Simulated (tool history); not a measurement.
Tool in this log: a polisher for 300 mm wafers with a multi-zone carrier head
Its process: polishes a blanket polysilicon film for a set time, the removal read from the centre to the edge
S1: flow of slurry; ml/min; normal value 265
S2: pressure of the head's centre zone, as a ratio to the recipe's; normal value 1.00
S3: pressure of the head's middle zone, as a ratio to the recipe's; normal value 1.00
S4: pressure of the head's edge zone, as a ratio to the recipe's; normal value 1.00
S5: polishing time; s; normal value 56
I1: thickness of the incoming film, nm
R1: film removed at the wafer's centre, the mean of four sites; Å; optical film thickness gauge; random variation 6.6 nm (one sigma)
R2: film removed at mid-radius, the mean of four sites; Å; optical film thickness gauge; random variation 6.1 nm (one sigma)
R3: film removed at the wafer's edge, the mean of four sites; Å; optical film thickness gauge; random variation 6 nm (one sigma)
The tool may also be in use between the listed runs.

run,hour,S1,S2,S3,S4,S5,I1,R1,R2,R3
1,0.0,265,1.00,1.00,1.00,56,1748.6,6764,7178,7250
2,102.0,265,1.00,1.00,0.94,56,1755.2,6653,7369,7050
# hour 157.0: edge zone pressure recalibrated
3,206.3,265,1.00,1.00,1.00,56,1722.9,6479,7296,7243
4,243.5,265,0.95,1.00,1.00,56,1720.5,6014,7235,7180
# hour 263.8: centre zone pressure recalibrated
# hour 366.6: worn pad replaced by a new one
5,534.9,265,0.95,1.00,1.00,56,1715.7,6427,7203,7305
# hour 544.0: slurry nozzle cleaned
6,613.2,265,1.00,1.00,1.00,56,1756.5,6686,7319,7189
# hour 647.8: carrier head's membrane replaced by a new one
7,719.9,220,1.00,0.93,1.00,49,1726.5,5639,5790,6189
8,766.2,265,1.00,1.00,1.00,56,1720.4,6501,7233,7156
9,820.7,265,1.00,1.00,1.00,56,1717.7,6577,7211,7249
# hour 856.9: worn pad replaced by a new one
# hour 866.9: edge zone pressure recalibrated
10,907.0,265,1.00,1.00,1.00,56,1734.1,6443,7297,7212
11,973.1,265,0.95,0.90,1.00,56,1747.0,5996,6621,7256
# hour 1013.5: centre zone pressure recalibrated
12,1033.7,200,1.00,1.00,1.00,64,1711.1,7681,8102,8154
13,1084.4,265,1.00,1.00,0.93,56,1739.1,7099,7200,7005
# hour 1120.4: slurry nozzle cleaned
14,1125.1,265,1.00,1.04,1.00,56,1758.3,6981,7478,7180
15,1221.8,335,1.00,1.00,0.90,39,1743.4,4919,5229,4908
16,1301.4,345,0.94,1.05,1.00,43,1743.5,5185,6013,5702
# hour 1305.6: worn pad replaced by a new one
17,1340.7,305,1.00,1.06,0.95,56,1738.9,7055,7690,7158
18,1397.4,295,1.00,0.95,1.00,56,1773.0,6853,7131,7332
# hour 1438.2: edge zone pressure recalibrated
19,1457.7,210,0.92,1.00,1.00,73,1716.1,7805,9154,9178
20,1530.3,265,1.00,1.00,0.93,56,1732.5,6718,7308,6904
21,1602.1,265,1.00,1.00,1.00,56,1722.1,6641,7240,7117

Alternative continuations, all from the tool just after run 21; predict every row:
A,1602.5,265,0.94,1.00,1.00,56,1772.0,?,?,?
B,1602.5,315,0.93,1.03,1.00,56,1772.0,?,?,?
C,1602.5,265,1.10,0.88,1.00,56,1772.0,?,?,?
D,1602.5,355,0.94,1.00,1.00,56,1772.0,?,?,?
E,1602.5,185,1.00,1.00,1.00,50,1772.0,?,?,?

run,R1,R2,R3
A,6253,7280,7207
B,6324,7606,7308
C,7217,6537,7218
D,6463,7500,7372
E,5562,6157,6181
With no hidden state in the tool, these same runs would have given:
run,R1,R2,R3
A,6547,7278,7207
B,6622,7604,7308
C,7553,6536,7218
D,6767,7498,7372
E,5822,6155,6181
